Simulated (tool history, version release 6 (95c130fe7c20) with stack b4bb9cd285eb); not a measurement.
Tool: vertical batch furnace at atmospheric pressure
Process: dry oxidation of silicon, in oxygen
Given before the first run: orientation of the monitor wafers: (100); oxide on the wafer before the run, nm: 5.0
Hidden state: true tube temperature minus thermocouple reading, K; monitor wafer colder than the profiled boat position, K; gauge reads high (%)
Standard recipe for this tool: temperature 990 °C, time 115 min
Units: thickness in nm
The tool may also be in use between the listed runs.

run,hour,temperature,time,wafers since the last listed run,hours since the last temperature calibration,hours since the boat lift was adjusted,hours since the gauge calibration,"read-back reference wafer on the same gauge, thickness",thickness
1,0,995,115,0,1008.8,1405.4,3855.7,81.77,74.38
2,65.6,995,115,1050,1074.4,1471,3921.3,81.75,75.32
3,146.4,975,115,1294,1155.2,1551.8,4002.1,81.86,62.37
4,228.4,975,115,1313,1237.2,1633.8,4084.1,81.82,62.89
5,316.1,990,87,1404,1324.9,1721.5,4171.8,81.92,58.27
6,603.4,990,87,4601,1612.2,2008.8,4459.1,81.82,58.73
7,658.5,990,87,882,1667.3,2063.9,4514.2,81.79,59.14
8,757.4,971,115,1583,1766.2,2162.8,4613.1,81.77,60.72
9,854.9,971,115,1561,1863.7,2260.3,4710.6,81.81,61.69
10,916.3,990,115,983,1925.1,2321.7,4772,81.73,72.38
11,988.6,990,115,1157,1997.4,2394,4844.3,81.83,71.83
12,1054.2,990,115,1050,2063,2459.6,4909.9,81.82,72.32
13,1108.4,973,115,868,2117.2,2513.8,4964.1,81.85,61.95
14,1187.2,997,98,1262,2196,2592.6,5042.9,81.87,69.15
15,1243.4,990,115,900,2252.2,2648.8,5099.1,81.76,71.52
16,1317.9,990,115,1193,2326.7,2723.3,5173.6,81.74,72.36
# hour 1335.6: gauge calibrated
17,1368.3,969,156,807,2377.1,2773.7,32.7,81.76,74.96
18,1452.8,990,115,1353,2461.6,2858.2,117.2,81.87,72.07
19,1492,1008,150,627,2500.8,2897.4,156.4,81.85,102.9
20,1530.1,972,115,610,2538.9,2935.5,194.5,81.77,62.45
21,1632.2,970,157.5,1635,2641,3037.6,296.6,81.82,75.88
22,1771.7,990,115,2234,2780.5,3177.1,436.1,81.81,73.07
23,1823,990,142,821,2831.8,3228.4,487.4,81.83,84.05
24,1915.3,1000,135,1478,2924.1,3320.7,579.7,81.81,88.72
# hour 2065.8: thermocouples replaced and temperature profile calibrated
25,2066.3,983,159.5,2033,0.5,3471.7,730.7,81.77,81.79
26,2144.8,965,147,1257,79,3550.2,809.2,81.81,68.51
# hour 2170.6: boat lift adjusted
27,2240.8,990,62.5,1153,175,70.2,905.2,81.86,46.59
28,2298.4,968,152.5,922,232.6,127.8,962.8,81.79,71.51
29,2372.5,990,115,1186,306.7,201.9,1036.9,81.7,70.78
30,2469.4,1009,70,1551,403.6,298.8,1133.8,81.78,60.33
31,2537.8,967,63.5,1095,472,367.2,1202.2,81.81,39.72
32,2577.4,990,70.5,634,511.6,406.8,1241.8,81.73,51.13
33,2655.8,990,115,1255,590,485.2,1320.2,81.79,70.94
34,2757.9,973,74,1635,692.1,587.3,1422.3,81.64,45.8
35,2840.5,975,135,1322,774.7,669.9,1504.9,81.76,69.97
36,3164.2,990,115,5184,1098.4,993.6,1828.6,81.89,71.16
37,3239.9,1011,161.5,1212,1174.1,1069.3,1904.3,81.84,109.75
38,3321.6,990,67.5,1308,1255.8,1151,1986,81.86,50.43

Hidden condition of the tool, last listed run before each entry between runs versus first listed run after:
Runs 16 to 17: gauge calibrated (hour 1335.6)
  true tube temperature minus thermocouple reading, K: 3.57 -> 3.64
  measured minus no-state result, thickness: +2.38 -> +1.96 nm
Runs 24 to 25: thermocouples replaced and temperature profile calibrated (hour 2065.8)
  true tube temperature minus thermocouple reading, K: 4.46 -> 0.559
  measured minus no-state result, thickness: +3.64 -> +0.37 nm
Runs 26 to 27: boat lift adjusted (hour 2170.6)
  true tube temperature minus thermocouple reading, K: 0.676 -> 0.818
  measured minus no-state result, thickness: +0.34 -> +0.36 nm
